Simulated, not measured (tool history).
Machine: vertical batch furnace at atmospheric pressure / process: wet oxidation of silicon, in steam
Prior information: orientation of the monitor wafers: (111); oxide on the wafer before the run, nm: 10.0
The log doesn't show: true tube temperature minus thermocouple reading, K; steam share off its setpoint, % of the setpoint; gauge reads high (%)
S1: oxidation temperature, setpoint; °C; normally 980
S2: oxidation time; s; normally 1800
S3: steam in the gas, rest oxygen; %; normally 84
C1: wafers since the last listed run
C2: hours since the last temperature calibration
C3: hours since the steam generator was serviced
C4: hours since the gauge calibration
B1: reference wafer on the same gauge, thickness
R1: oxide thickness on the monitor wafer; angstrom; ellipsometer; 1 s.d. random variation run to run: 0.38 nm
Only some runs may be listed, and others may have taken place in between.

run     day    S1    S2  S3   C1      C2      C3     C4      B1      R1
  1   0.000   980  1800  84    0  2123.7  3621.4   99.5  273.25  2506.5
  2   0.688   988  1800  89  252  2140.2  3637.9  116.0  272.97  2760.2
  3   1.338   988  1800  89  239  2155.8  3653.5  131.6  272.94  2761.1
  4   1.754   980  1260  84  153  2165.8  3663.5  141.6  272.97  1957.3
  5   2.408   980  1260  84  240  2181.5  3679.2  157.3  272.99  1952.1
      3.654  -- thermocouples replaced and temperature profile calibrated
  6   3.675   980  1260  84   98     0.5  3709.6  187.7  273.16  1955.6
  7   3.871   961  1800  84   72     5.2  3714.3  192.4  273.13  2152.9
  8   4.321   961  1800  84  165    16.0  3725.1  203.2  273.02  2159.5
  9   4.967  1001  1800  84  237    31.5  3740.6  218.7  272.79  2898.8
 10   5.388   972  1800  89  154    41.6  3750.7  228.8  272.95  2452.8
 11   6.196   967   990  75  297    61.0  3770.1  248.2  272.97  1345.7
      7.571  -- steam generator serviced
 12   7.592   997  1110  79  145    94.5     0.5  281.7  273.04  1962.4
 13   7.788   957  2340  75   72    99.2     5.2  286.4  272.83  2318.1
      8.054  -- gauge calibrated
 14   8.267   990  1020  92  176   110.7    16.7    5.1  273.09  1949.0
 15   8.946   980  1800  84  249   127.0    33.0   21.4  273.10  2503.6
 16   9.283   980  1800  84  124   135.1    41.1   29.5  273.16  2512.6
 17  10.083   980  2460  84  294   154.3    60.3   48.7  272.98  3097.3

Give the tool's hidden conditions for every run:
true tube temperature minus thermocouple reading, K: 0 in every run
steam share off its setpoint, % of the setpoint: 0 in every run
gauge reads high (%): 0 in every run
